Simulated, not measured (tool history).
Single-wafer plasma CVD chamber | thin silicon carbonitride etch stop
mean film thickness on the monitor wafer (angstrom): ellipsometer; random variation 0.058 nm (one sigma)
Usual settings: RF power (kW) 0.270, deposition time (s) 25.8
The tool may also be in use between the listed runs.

run	day	RF power (kW)	deposition time (s)	read-back reference wafer on the same gauge, thickness_nm	mean film thickness on the monitor wafer (angstrom)
1	0.000	0.270	25.8	13.302	152.90
2	1.012	0.270	25.8	13.298	152.23
3	8.617	0.270	25.8	13.307	152.75
4	10.504	0.270	25.8	13.303	153.76
5	11.638	0.235	25.8	13.299	142.31
6	14.329	0.235	25.8	13.294	142.35
7	16.742	0.270	23.5	13.294	140.20
8	18.600	0.270	25.8	13.311	154.09
# day 20.133: showerhead replaced
9	20.154	0.250	28.0	13.303	160.80
10	22.138	0.250	28.0	13.304	160.45
11	24.383	0.250	28.0	13.297	160.68
# day 25.117: gauge calibrated
12	27.188	0.315	24.1	13.301	153.76
13	28.983	0.255	30.1	13.299	174.46
# day 29.929: RF generator calibrated
14	30.825	0.250	27.1	13.298	153.99
15	33.300	0.270	25.8	13.298	152.63
16	34.646	0.270	25.8	13.303	152.13
17	37.546	0.300	22.9	13.295	142.26
# day 38.917: thermocouple changed; heater temperature recalibrated
18	38.938	0.320	30.2	13.302	194.99
19	40.975	0.270	25.8	13.295	153.07
20	42.579	0.290	30.4	13.297	185.87
21	44.375	0.305	22.9	13.299	143.20
22	46.467	0.230	24.2	13.300	132.12
23	48.958	0.300	21.1	13.300	131.61

4 ways to go on from here, each from the tool as it stands after run 23. What would each give?
A	48.975	0.270	25.8	?	?
B	48.975	0.235	23.3	?	?
C	48.975	0.235	29.9	?	?
D	48.975	0.235	21.2	?	?

run	read-back reference wafer on the same gauge, thickness_nm	mean film thickness on the monitor wafer (angstrom)
A	13.301	153.30
B	13.301	129.36
C	13.301	166.01
D	13.301	117.70
Without the tool's hidden state the same runs would have given:
run	mean film thickness on the monitor wafer (angstrom)
A	153.30
B	129.36
C	166.01
D	117.70
